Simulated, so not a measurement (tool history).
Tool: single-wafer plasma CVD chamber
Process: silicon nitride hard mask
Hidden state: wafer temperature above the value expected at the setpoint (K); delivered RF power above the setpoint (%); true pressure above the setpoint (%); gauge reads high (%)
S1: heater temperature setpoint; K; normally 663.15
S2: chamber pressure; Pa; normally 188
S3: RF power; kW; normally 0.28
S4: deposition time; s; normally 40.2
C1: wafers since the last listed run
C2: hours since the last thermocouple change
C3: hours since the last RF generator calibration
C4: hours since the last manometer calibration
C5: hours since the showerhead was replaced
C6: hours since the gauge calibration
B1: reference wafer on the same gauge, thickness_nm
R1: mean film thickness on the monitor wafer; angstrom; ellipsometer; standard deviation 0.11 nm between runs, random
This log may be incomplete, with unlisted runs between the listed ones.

run,day,S1,S2,S3,S4,C1,C2,C3,C4,C5,C6,B1,R1
1,0,663.15,188,0.28,40.2,0,1698.9,1308.7,704.8,7110,131.4,39.777,400.5
2,1.367,667.15,188,0.28,40.2,459,1731.7,1341.5,737.6,7142.8,164.2,39.755,399.09
3,2.412,667.15,188,0.28,40.2,351,1756.8,1366.6,762.7,7167.9,189.3,39.776,399.27
4,3.629,663.15,188,0.28,40.2,408,1786,1395.8,791.9,7197.1,218.5,39.765,401.42
5,4.246,663.15,188,0.28,40.2,207,1800.8,1410.6,806.7,7211.9,233.3,39.753,400.06
6,5.671,663.15,217,0.28,40.2,478,1835,1444.8,840.9,7246.1,267.5,39.824,422.77
7,6.925,663.15,217,0.28,40.2,421,1865.1,1474.9,871,7276.2,297.6,39.81,421.84
8,7.917,663.15,217,0.28,40.2,333,1888.9,1498.7,894.8,7300,321.4,39.826,420.76
9,8.492,663.15,188,0.28,42.5,193,1902.7,1512.5,908.6,7313.8,335.2,39.802,420.59
# day 9.483: thermocouple changed; heater temperature recalibrated
# day 9.804: RF generator calibrated
10,9.825,663.15,188,0.28,42.5,228,8.2,0.5,940.6,7345.8,367.2,39.848,445.96
11,10.467,663.15,188,0.28,42.5,215,23.6,15.9,956,7361.2,382.6,39.771,446.31
12,11.883,663.15,188,0.28,40.2,475,57.6,49.9,990,7395.2,416.6,39.834,423.65
13,12.95,671.15,188,0.28,46.8,358,83.2,75.5,1015.6,7420.8,442.2,39.826,489.36
14,13.546,663.15,188,0.28,40.2,200,97.5,89.8,1029.9,7435.1,456.5,39.763,422.49
# day 14.658: showerhead replaced
15,14.679,663.15,152,0.25,40.2,268,124.7,117,1057.1,0.5,483.7,39.803,356.22
16,15.917,663.15,188,0.28,40.2,415,154.4,146.7,1086.8,30.2,513.4,39.822,423.51
# day 16.746: gauge calibrated
17,17.388,652.15,188,0.325,40.2,494,189.7,182,1122.1,65.5,15.4,39.815,471.78
# day 19.925: capacitance manometer re-zeroed and calibrated
18,21.054,663.15,188,0.28,40.2,1119,277.7,270,27.1,153.5,103.4,39.786,414.47
19,22.171,663.15,188,0.28,40.2,375,304.5,296.8,53.9,180.3,130.2,39.8,413.39
20,23.371,656.15,188,0.28,46.7,403,333.3,325.6,82.7,209.1,159,39.777,483.79
21,24.171,663.15,223,0.305,40.2,268,352.5,344.8,101.9,228.3,178.2,39.816,465.65

Forecast run 22:
22,24.758,663.15,188,0.3,46.6,197,366.6,358.9,116,242.4,192.3,?,?

Run 22 yielded B1 39.734, R1 501.75 angstrom.
If the tool had no hidden condition, the same run with the same run-to-run variation would have returned R1 513.8 angstrom.

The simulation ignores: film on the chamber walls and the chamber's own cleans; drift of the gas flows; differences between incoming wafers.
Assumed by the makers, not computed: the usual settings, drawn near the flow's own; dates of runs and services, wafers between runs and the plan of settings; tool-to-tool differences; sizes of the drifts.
